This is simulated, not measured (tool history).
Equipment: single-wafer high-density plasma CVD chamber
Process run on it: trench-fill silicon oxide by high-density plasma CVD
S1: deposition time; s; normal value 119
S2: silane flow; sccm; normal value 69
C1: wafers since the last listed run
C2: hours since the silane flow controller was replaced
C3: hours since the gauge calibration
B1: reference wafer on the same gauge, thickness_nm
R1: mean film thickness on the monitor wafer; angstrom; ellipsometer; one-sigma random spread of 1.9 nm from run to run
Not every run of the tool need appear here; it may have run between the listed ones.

run    hour   S1  S2    C1      C2      C3       B1        R1
  1     0.0  119  69     0  1886.9   150.0  781.256   8543.00
  2    88.7  119  69  1084  1975.6   238.7  781.170   8568.75
  3   143.4  119  69   668  2030.3   293.4  780.625   8581.77
  4   233.6  114  69  1102  2120.5   383.6  781.350   8223.54
  5   331.9  114  69  1201  2218.8   481.9  780.786   8202.43
  6   405.1  114  69   894  2292.0   555.1  781.016   8217.22
  7   470.9  128  69   804  2357.8   620.9  781.474   9232.67
  8   515.0  119  69   539  2401.9   665.0  781.547   8573.36
  9   608.6  119  69  1144  2495.5   758.6  781.772   8556.15
 10   684.6  119  69   929  2571.5   834.6  780.490   8578.66
 11   777.4  136  75  1134  2664.3   927.4  781.393  10669.06
 12   844.8  136  75   823  2731.7   994.8  779.886  10669.45
 13   947.4  119  69  1254  2834.3  1097.4  780.810   8574.17
 14   986.0  119  69   471  2872.9  1136.0  780.800   8572.62
 15  1084.0  119  69  1197  2970.9  1234.0  780.996   8555.41
 16  1180.2  119  69  1175  3067.1  1330.2  781.058   8575.02
 17  1263.3   97  81  1015  3150.2  1413.3  781.370   8194.21
 18  1339.8  119  69   935  3226.7  1489.8  780.614   8580.56
 19  1424.1  141  58  1030  3311.0  1574.1  781.758   8534.55
     1456.6  -- silane flow controller replaced
     1489.6  -- gauge calibrated
 20  1519.1  119  79  1063    62.5    29.5  780.286   9781.83
 21  1596.0  127  74   940   139.4   106.4  781.454   9821.63
 22  1644.5  114  69   592   187.9   154.9  781.096   8182.34
 23  1718.4   99  80   903   261.8   228.8  780.989   8295.58
 24  1821.3  119  69  1257   364.7   331.7  780.775   8554.85
 25  1885.2  119  58   781   428.6   395.6  780.719   7198.22
 26  1945.0  140  74   730   488.4   455.4  781.243  10875.36
 27  1994.1  119  74   600   537.5   504.5  780.731   9195.13
 28  2030.6  119  69   446   574.0   541.0  780.591   8587.76
 29  2081.6  132  63   623   625.0   592.0  781.124   8697.30
 30  2174.0  119  69  1129   717.4   684.4  781.172   8587.18
 31  2222.2  119  61   589   765.6   732.6  781.555   7581.03

For each entry between runs, how does the tool's hidden state at the last listed run before it compare with that at the first listed run after it?
In the gap between runs 19 and 20: silane flow controller replaced (hour 1456.6); gauge calibrated (hour 1489.6)
  both runs share identical hidden conditions
